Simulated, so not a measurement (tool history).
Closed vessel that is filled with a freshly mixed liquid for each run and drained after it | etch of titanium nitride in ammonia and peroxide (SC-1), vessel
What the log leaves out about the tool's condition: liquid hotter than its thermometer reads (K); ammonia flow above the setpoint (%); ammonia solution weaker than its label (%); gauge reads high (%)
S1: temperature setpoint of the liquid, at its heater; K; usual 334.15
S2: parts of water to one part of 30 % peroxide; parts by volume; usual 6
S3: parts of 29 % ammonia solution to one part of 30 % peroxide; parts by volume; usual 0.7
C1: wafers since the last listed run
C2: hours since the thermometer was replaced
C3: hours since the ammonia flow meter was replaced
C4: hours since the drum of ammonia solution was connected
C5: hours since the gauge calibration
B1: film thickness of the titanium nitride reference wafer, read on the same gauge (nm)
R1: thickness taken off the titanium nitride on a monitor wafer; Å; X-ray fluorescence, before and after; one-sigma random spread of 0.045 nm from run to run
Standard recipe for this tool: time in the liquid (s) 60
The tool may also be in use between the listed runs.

Run 1, day 0: usual settings; C1 0; C2 1763.4; C3 332.7; C4 179.5; C5 51.7; B1 30.08. Result: R1 103.1 Å.
Run 2, day 2.783: usual settings; C1 9461; C2 1830.2; C3 399.5; C4 246.3; C5 118.5; B1 30.14. Result: R1 103.4 Å.
At day 4.621: ammonia flow meter replaced.
At day 5.129: new drum of ammonia solution connected.
Run 3, day 5.592: usual settings but S3 0.95 parts by volume; C1 9263; C2 1897.6; C3 23.3; C4 11.1; C5 185.9; B1 30.14. Result: R1 107.6 Å.
Run 4, day 8.142: usual settings; C1 8668; C2 1958.8; C3 84.5; C4 72.3; C5 247.1; B1 30.18. Result: R1 103.3 Å.
Run 5, day 9.854: usual settings; C1 5821; C2 1999.9; C3 125.6; C4 113.4; C5 288.2; B1 30.26. Result: R1 104.1 Å.
Run 6, day 11.804: usual settings; C1 6628; C2 2046.7; C3 172.4; C4 160.2; C5 335; B1 30.3. Result: R1 103.5 Å.
Run 7, day 15.838: usual settings; C1 13710; C2 2143.5; C3 269.2; C4 257; C5 431.8; B1 30.42. Result: R1 104.2 Å.
Run 8, day 19.229: usual settings; C1 11529; C2 2224.9; C3 350.6; C4 338.4; C5 513.2; B1 30.6. Result: R1 103.8 Å.
At day 19.75: new drum of ammonia solution connected.
At day 20.85: gauge calibrated.
Run 9, day 21.612: usual settings but S1 326.65 K, S2 5 parts by volume, time in the liquid (s) 90; C1 7960; C2 2282.1; C3 407.8; C4 44.7; C5 18.3; B1 29.89. Result: R1 101.4 Å.
At day 22.625: ammonia flow meter replaced.
Run 10, day 25.671: usual settings but S1 331.65 K, S3 0.9 parts by volume, time in the liquid (s) 75; C1 13654; C2 2379.5; C3 73.1; C4 142.1; C5 115.7; B1 29.89. Result: R1 113 Å.
Run 11, day 28.096: usual settings but S1 343.15 K, S2 5 parts by volume, S3 1.05 parts by volume, time in the liquid (s) 30; C1 8243; C2 2437.7; C3 131.3; C4 200.3; C5 173.9; B1 29.95. Result: R1 103.8 Å.
Run 12, day 30.571: usual settings; C1 8413; C2 2497.1; C3 190.7; C4 259.7; C5 233.3; B1 29.99. Result: R1 102.6 Å.
At day 31.746: thermometer replaced.
At day 32.454: new drum of ammonia solution connected.
Run 13, day 33.238: usual settings but S1 341.65 K, S2 5 parts by volume, S3 0.9 parts by volume, time in the liquid (s) 40; C1 8781; C2 35.8; C3 254.7; C4 18.8; C5 297.3; B1 30.06. Result: R1 124.3 Å.
Run 14, day 35.575: usual settings; C1 7946; C2 91.9; C3 310.8; C4 74.9; C5 353.4; B1 30.1. Result: R1 104 Å.
Run 15, day 38.796: usual settings but S1 324.15 K, S2 8 parts by volume, S3 1.05 parts by volume, time in the liquid (s) 50; C1 10948; C2 169.2; C3 388.1; C4 152.2; C5 430.7; B1 30.29. Result: R1 40.9 Å.
At day 38.9: ammonia flow meter replaced.
Run 16, day 42.867: usual settings but S2 5 parts by volume, time in the liquid (s) 35; C1 13696; C2 266.9; C3 95.2; C4 249.9; C5 528.4; B1 30.45. Result: R1 66.5 Å.
Run 17, day 44.404: usual settings but S2 5 parts by volume; C1 5226; C2 303.8; C3 132.1; C4 286.8; C5 565.3; B1 30.56. Result: R1 113.6 Å.

How would selected steps in R1 from run to run divide? Give the signed amount a tool lacking its hidden state would still show from settings, what came in and random variation, and the signed amount left for the hidden state, including any gauge scatter that is not in both of the compared results.
Run 8 -> 9: S1 334.15 -> 326.65, S2 6 -> 5, time in the liquid (s) 60 -> 90, new drum of ammonia solution connected, gauge calibrated. R1 -2.4 Å: hidden state -2.5, all else +0.1.
Run 14 -> 15: S1 334.15 -> 324.15, S2 6 -> 8, S3 0.7 -> 1.05, time in the liquid (s) 60 -> 50. R1 -63.1 Å: hidden state +0, all else -63.1.
